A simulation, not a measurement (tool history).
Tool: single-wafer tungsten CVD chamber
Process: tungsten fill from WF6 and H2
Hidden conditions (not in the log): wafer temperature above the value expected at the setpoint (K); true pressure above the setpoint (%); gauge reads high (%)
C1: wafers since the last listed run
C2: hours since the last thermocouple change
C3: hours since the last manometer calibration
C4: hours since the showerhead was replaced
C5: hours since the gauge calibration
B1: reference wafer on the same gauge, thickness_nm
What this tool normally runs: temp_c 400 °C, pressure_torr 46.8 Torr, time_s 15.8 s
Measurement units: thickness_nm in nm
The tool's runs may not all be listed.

{"run": 1, "day": 0.0, "temp_c": 400, "pressure_torr": 46.8, "time_s": 15.8, "C1": 0, "C2": 521.0, "C3": 1893.6, "C4": 3089.5, "C5": 411.3, "B1": 57.173, "thickness_nm": 64.936}
{"run": 2, "day": 1.508, "temp_c": 400, "pressure_torr": 46.8, "time_s": 15.8, "C1": 915, "C2": 557.2, "C3": 1929.8, "C4": 3125.7, "C5": 447.5, "B1": 57.141, "thickness_nm": 64.836}
{"run": 3, "day": 2.929, "temp_c": 400, "pressure_torr": 46.8, "time_s": 15.8, "C1": 862, "C2": 591.3, "C3": 1963.9, "C4": 3159.8, "C5": 481.6, "B1": 57.2, "thickness_nm": 64.901}
{"run": 4, "day": 4.438, "temp_c": 406, "pressure_torr": 46.8, "time_s": 15.8, "C1": 915, "C2": 627.5, "C3": 2000.1, "C4": 3196.0, "C5": 517.8, "B1": 57.202, "thickness_nm": 73.539}
{"run": 5, "day": 6.283, "temp_c": 406, "pressure_torr": 46.8, "time_s": 15.8, "C1": 1120, "C2": 671.8, "C3": 2044.4, "C4": 3240.3, "C5": 562.1, "B1": 57.171, "thickness_nm": 72.926}
{"run": 6, "day": 7.362, "temp_c": 400, "pressure_torr": 46.8, "time_s": 15.8, "C1": 654, "C2": 697.7, "C3": 2070.3, "C4": 3266.2, "C5": 588.0, "B1": 57.212, "thickness_nm": 64.892}
{"run": 7, "day": 8.821, "temp_c": 400, "pressure_torr": 46.8, "time_s": 13.6, "C1": 885, "C2": 732.7, "C3": 2105.3, "C4": 3301.2, "C5": 623.0, "B1": 57.236, "thickness_nm": 55.713}
{"run": 8, "day": 11.696, "temp_c": 400, "pressure_torr": 46.8, "time_s": 15.8, "C1": 1744, "C2": 801.7, "C3": 2174.3, "C4": 3370.2, "C5": 692.0, "B1": 57.182, "thickness_nm": 64.584}
{"run": 9, "day": 13.383, "temp_c": 400, "pressure_torr": 46.8, "time_s": 15.8, "C1": 1024, "C2": 842.2, "C3": 2214.8, "C4": 3410.7, "C5": 732.5, "B1": 57.187, "thickness_nm": 64.668}
{"run": 10, "day": 14.479, "temp_c": 400, "pressure_torr": 46.8, "time_s": 15.8, "C1": 665, "C2": 868.5, "C3": 2241.1, "C4": 3437.0, "C5": 758.8, "B1": 57.167, "thickness_nm": 64.824}
{"run": 11, "day": 17.179, "temp_c": 400, "pressure_torr": 46.8, "time_s": 15.8, "C1": 1638, "C2": 933.3, "C3": 2305.9, "C4": 3501.8, "C5": 823.6, "B1": 57.252, "thickness_nm": 64.408}
{"day": 17.579, "done": "gauge calibrated"}
{"day": 18.121, "done": "capacitance manometer re-zeroed and calibrated"}
{"run": 12, "day": 18.429, "temp_c": 400, "pressure_torr": 46.8, "time_s": 15.8, "C1": 556, "C2": 963.3, "C3": 7.4, "C4": 3531.8, "C5": 20.4, "B1": 57.237, "thickness_nm": 62.547}
{"run": 13, "day": 20.308, "temp_c": 400, "pressure_torr": 56.0, "time_s": 15.8, "C1": 1140, "C2": 1008.4, "C3": 52.5, "C4": 3576.9, "C5": 65.5, "B1": 57.181, "thickness_nm": 69.749}
{"run": 14, "day": 22.929, "temp_c": 400, "pressure_torr": 56.0, "time_s": 15.8, "C1": 1590, "C2": 1071.3, "C3": 115.4, "C4": 3639.8, "C5": 128.4, "B1": 57.219, "thickness_nm": 69.957}
{"run": 15, "day": 31.742, "temp_c": 400, "pressure_torr": 46.8, "time_s": 15.8, "C1": 5348, "C2": 1282.8, "C3": 326.9, "C4": 3851.3, "C5": 339.9, "B1": 57.209, "thickness_nm": 62.354}
{"run": 16, "day": 33.621, "temp_c": 385, "pressure_torr": 46.8, "time_s": 13.0, "C1": 1140, "C2": 1327.9, "C3": 372.0, "C4": 3896.4, "C5": 385.0, "B1": 57.209, "thickness_nm": 36.916}
{"run": 17, "day": 36.025, "temp_c": 395, "pressure_torr": 52.7, "time_s": 16.7, "C1": 1459, "C2": 1385.6, "C3": 429.7, "C4": 3954.1, "C5": 442.7, "B1": 57.174, "thickness_nm": 64.001}
{"day": 36.371, "done": "thermocouple changed; heater temperature recalibrated"}
{"run": 18, "day": 37.654, "temp_c": 400, "pressure_torr": 56.4, "time_s": 17.9, "C1": 786, "C2": 30.8, "C3": 468.8, "C4": 3993.2, "C5": 481.8, "B1": 57.155, "thickness_nm": 80.971}
{"day": 38.471, "done": "showerhead replaced"}
{"run": 19, "day": 39.683, "temp_c": 409, "pressure_torr": 37.9, "time_s": 15.8, "C1": 1029, "C2": 79.5, "C3": 517.5, "C4": 29.1, "C5": 530.5, "B1": 57.193, "thickness_nm": 66.743}
{"run": 20, "day": 40.954, "temp_c": 400, "pressure_torr": 41.4, "time_s": 15.8, "C1": 771, "C2": 110.0, "C3": 548.0, "C4": 59.6, "C5": 561.0, "B1": 57.215, "thickness_nm": 59.375}
{"run": 21, "day": 42.842, "temp_c": 408, "pressure_torr": 35.2, "time_s": 14.8, "C1": 1145, "C2": 155.3, "C3": 593.3, "C4": 104.9, "C5": 606.3, "B1": 57.212, "thickness_nm": 58.408}
{"run": 22, "day": 44.458, "temp_c": 392, "pressure_torr": 46.8, "time_s": 18.5, "C1": 981, "C2": 194.1, "C3": 632.1, "C4": 143.7, "C5": 645.1, "B1": 57.198, "thickness_nm": 63.739}
{"run": 23, "day": 47.417, "temp_c": 393, "pressure_torr": 46.8, "time_s": 15.8, "C1": 1795, "C2": 265.1, "C3": 703.1, "C4": 214.7, "C5": 716.1, "B1": 57.24, "thickness_nm": 55.155}
{"run": 24, "day": 48.733, "temp_c": 400, "pressure_torr": 52.5, "time_s": 18.5, "C1": 799, "C2": 296.7, "C3": 734.7, "C4": 246.3, "C5": 747.7, "B1": 57.186, "thickness_nm": 80.79}
{"run": 25, "day": 50.192, "temp_c": 400, "pressure_torr": 46.8, "time_s": 13.6, "C1": 885, "C2": 331.7, "C3": 769.7, "C4": 281.3, "C5": 782.7, "B1": 57.26, "thickness_nm": 55.377}
{"run": 26, "day": 52.471, "temp_c": 392, "pressure_torr": 38.3, "time_s": 15.8, "C1": 1383, "C2": 386.4, "C3": 824.4, "C4": 336.0, "C5": 837.4, "B1": 57.2, "thickness_nm": 47.636}
{"run": 27, "day": 55.3, "temp_c": 391, "pressure_torr": 46.8, "time_s": 16.7, "C1": 1717, "C2": 454.3, "C3": 892.3, "C4": 403.9, "C5": 905.3, "B1": 57.185, "thickness_nm": 56.053}
{"run": 28, "day": 57.5, "temp_c": 392, "pressure_torr": 46.8, "time_s": 15.8, "C1": 1335, "C2": 507.1, "C3": 945.1, "C4": 456.7, "C5": 958.1, "B1": 57.214, "thickness_nm": 54.132}

For each run, the measured value with the value that run would have given without the tool's hidden condition subtracted. The run-to-run variation is shared by both, the gauge scatter possibly not:
run=1 thickness_nm=+1.850
run=2 thickness_nm=+1.825
run=3 thickness_nm=+1.803
run=4 thickness_nm=+2.030
run=5 thickness_nm=+1.976
run=6 thickness_nm=+1.720
run=7 thickness_nm=+1.449
run=8 thickness_nm=+1.612
run=9 thickness_nm=+1.570
run=10 thickness_nm=+1.544
run=11 thickness_nm=+1.456
run=12 thickness_nm=-0.571
run=13 thickness_nm=-0.579
run=14 thickness_nm=-0.515
run=15 thickness_nm=-0.378
run=16 thickness_nm=-0.287
run=17 thickness_nm=-0.474
run=18 thickness_nm=+1.246
run=19 thickness_nm=+1.163
run=20 thickness_nm=+1.047
run=21 thickness_nm=+1.098
run=22 thickness_nm=+1.190
run=23 thickness_nm=+1.075
run=24 thickness_nm=+1.557
run=25 thickness_nm=+1.113
run=26 thickness_nm=+1.000
run=27 thickness_nm=+1.150
run=28 thickness_nm=+1.116

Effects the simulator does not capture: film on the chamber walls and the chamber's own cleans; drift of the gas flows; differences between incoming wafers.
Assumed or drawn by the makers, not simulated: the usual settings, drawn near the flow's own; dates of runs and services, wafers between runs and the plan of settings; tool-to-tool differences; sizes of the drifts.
